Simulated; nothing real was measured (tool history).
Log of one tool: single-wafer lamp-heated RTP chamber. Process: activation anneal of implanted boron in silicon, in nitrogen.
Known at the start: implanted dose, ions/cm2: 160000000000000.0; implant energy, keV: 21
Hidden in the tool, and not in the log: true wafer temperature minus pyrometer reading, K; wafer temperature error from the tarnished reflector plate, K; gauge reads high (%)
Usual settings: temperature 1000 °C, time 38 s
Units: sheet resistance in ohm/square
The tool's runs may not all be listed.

run,hour,temperature,time,wafers since the last listed run,wafers since the last pyrometer calibration,wafers since the reflector plate was cleaned,hours since the gauge calibration,"read-back reference wafer on the same gauge, sheet resistance",sheet resistance
1,0,1000,38,0,2328,2078,1321.6,494.34,534.98
2,18.2,1000,38,232,2561,2311,1339.8,494.18,534.48
3,39.2,1000,38,268,2830,2580,1360.8,494.33,534.39
4,72.8,1000,38,429,3259,3010,1394.4,494.04,534.05
5,161.9,1000,38,1139,4399,4150,1483.5,493.76,532.62
6,261.6,1013,49,1275,5675,5425,1583.2,493.25,532.53
7,281.7,1013,49,257,5932,5682,1603.3,493.16,529.88
8,304.8,1013,49,295,6227,5978,1626.4,493.13,530.26
9,325.3,1008,38,262,6490,6240,1646.9,492.99,532.4
10,345.7,1008,38,260,6751,6501,1667.3,492.81,533.8
11,364.2,1008,38,236,6987,6738,1685.8,492.89,532.47
# hour 368.8: gauge calibrated
# hour 381.6: reflector plate cleaned
12,394.9,1000,38,290,7278,169,26.1,499.92,540.62
13,424.7,1000,38,381,7659,550,55.9,499.9,540.31
14,460.7,984,47,460,8119,1011,91.9,499.71,544.13
# hour 476.4: pyrometer window cleaned and pyrometer calibrated
15,490.1,1014,27,273,174,1285,121.3,499.56,539.36
16,519.3,979,29,373,548,1658,150.5,499.29,547.53
17,553.3,1026,46,434,983,2093,184.5,499.3,537.41
18,572.8,990,55,249,1232,2343,204,499.18,540.46
19,605.4,1026,38,417,1649,2760,236.6,499.08,536.3
20,622.1,1014,31,213,1863,2973,253.3,498.83,537.47
21,650,977,59,356,2220,3330,281.2,499.03,542.55
22,679.6,989,46,378,2598,3709,310.8,498.59,541.6
23,703.6,1012,20,307,2905,4016,334.8,498.58,539.28
24,720.2,973,61,212,3118,4228,351.4,498.59,546.51
25,733.5,1000,38,170,3288,4398,364.7,498.43,537
26,777.9,1000,38,568,3856,4966,409.1,498.23,537.22
27,804,1000,38,333,4190,5300,435.2,498.32,538.8
28,833.8,1000,32,381,4571,5682,465,497.98,538.44
# hour 850: reflector plate cleaned
29,867.1,1000,38,323,4895,218,498.3,497.77,539.28
30,900.3,1000,20,424,5320,642,531.5,497.63,539.62
31,917.7,974,46,222,5542,865,548.9,497.62,544.96
32,944.5,1000,38,342,5885,1208,575.7,497.47,538.34
33,968.5,1019,48,307,6192,1515,599.7,497.36,534.42
34,1002.2,975,50,431,6623,1946,633.4,497.29,543.3
35,1031,1006,38,368,6992,2314,662.2,497.08,536.25
36,1056.4,1012,47,324,7316,2639,687.6,497.11,536.05
# hour 1092.6: pyrometer window cleaned and pyrometer calibrated
37,1093.1,1000,38,367,6,3006,724.3,496.9,536.66

The tool's hidden state at each run:
true wafer temperature minus pyrometer reading, K: 0 in every run
wafer temperature error from the tarnished reflector plate, K: 0 in every run
H1: gauge reads high (%)
run,H1
1,-1.12
2,-1.14
3,-1.16
4,-1.19
5,-1.27
6,-1.35
7,-1.37
8,-1.39
9,-1.41
10,-1.43
11,-1.44
12,-0.00961
13,-0.0357
14,-0.0671
15,-0.0928
16,-0.118
17,-0.148
18,-0.165
19,-0.194
20,-0.208
21,-0.233
22,-0.259
23,-0.28
24,-0.294
25,-0.306
26,-0.344
27,-0.367
28,-0.393
29,-0.422
30,-0.452
31,-0.467
32,-0.49
33,-0.511
34,-0.541
35,-0.566
36,-0.588
37,-0.62
